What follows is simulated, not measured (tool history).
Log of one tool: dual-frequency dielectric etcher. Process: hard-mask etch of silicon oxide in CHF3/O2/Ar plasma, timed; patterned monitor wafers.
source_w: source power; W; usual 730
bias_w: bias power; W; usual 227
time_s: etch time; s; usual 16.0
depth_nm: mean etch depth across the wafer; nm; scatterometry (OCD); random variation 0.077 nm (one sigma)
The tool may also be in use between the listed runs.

run,day,source_w,bias_w,time_s,"read-back reference wafer on the same gauge, depth_nm",depth_nm
1,0.000,730,227,16.0,35.70,36.47
2,0.017,730,227,16.0,35.71,36.45
3,0.950,730,227,16.0,35.70,36.40
4,2.042,730,227,16.0,35.71,36.37
5,3.167,730,227,16.0,35.71,36.47
6,4.200,730,227,16.0,35.69,36.54
7,5.192,730,227,13.0,35.68,29.54
8,6.675,840,211,20.5,35.71,48.76
9,7.604,730,227,16.0,35.70,36.41
# day 8.667: bias power generator calibrated
10,10.662,570,174,17.5,35.69,31.95
11,11.200,730,193,16.0,35.71,34.32
12,11.783,650,273,16.0,35.69,36.78
13,12.854,730,227,16.0,35.71,36.47
14,14.338,730,227,16.0,35.72,36.51
# day 15.942: wet clean of the chamber
15,15.962,730,227,16.0,35.71,36.28
16,16.167,790,266,16.0,35.69,39.94
17,16.954,730,227,16.0,35.68,36.42
18,18.208,830,274,13.0,35.70,33.74
# day 18.329: gauge calibrated
19,18.979,730,242,16.0,35.69,37.16
20,19.679,730,196,16.0,35.70,34.60
21,20.521,730,227,16.0,35.69,36.47
22,21.054,730,227,16.0,35.70,36.43
23,22.267,910,243,14.0,35.68,36.23
24,23.742,640,273,16.0,35.69,36.41
25,24.950,730,227,16.0,35.69,36.43
26,26.183,730,227,16.0,35.68,36.49
27,27.371,550,277,20.0,35.70,42.27
28,28.775,570,275,20.5,35.70,44.16
29,30.096,730,278,16.0,35.73,39.09
30,31.154,730,227,16.0,35.68,36.51

4 ways to go on from here, each from the tool as it stands after run 30. What would each give?
A,31.171,730,227,16.0,?,?
B,31.171,780,208,16.0,?,?
C,31.171,910,227,11.5,?,?
D,31.171,570,283,16.0,?,?

run,"read-back reference wafer on the same gauge, depth_nm",depth_nm
A,35.70,36.38
B,35.70,36.44
C,35.70,29.07
D,35.70,34.77
Without the tool's hidden state the same runs would have given:
run,depth_nm
A,36.38
B,36.44
C,29.07
D,34.77

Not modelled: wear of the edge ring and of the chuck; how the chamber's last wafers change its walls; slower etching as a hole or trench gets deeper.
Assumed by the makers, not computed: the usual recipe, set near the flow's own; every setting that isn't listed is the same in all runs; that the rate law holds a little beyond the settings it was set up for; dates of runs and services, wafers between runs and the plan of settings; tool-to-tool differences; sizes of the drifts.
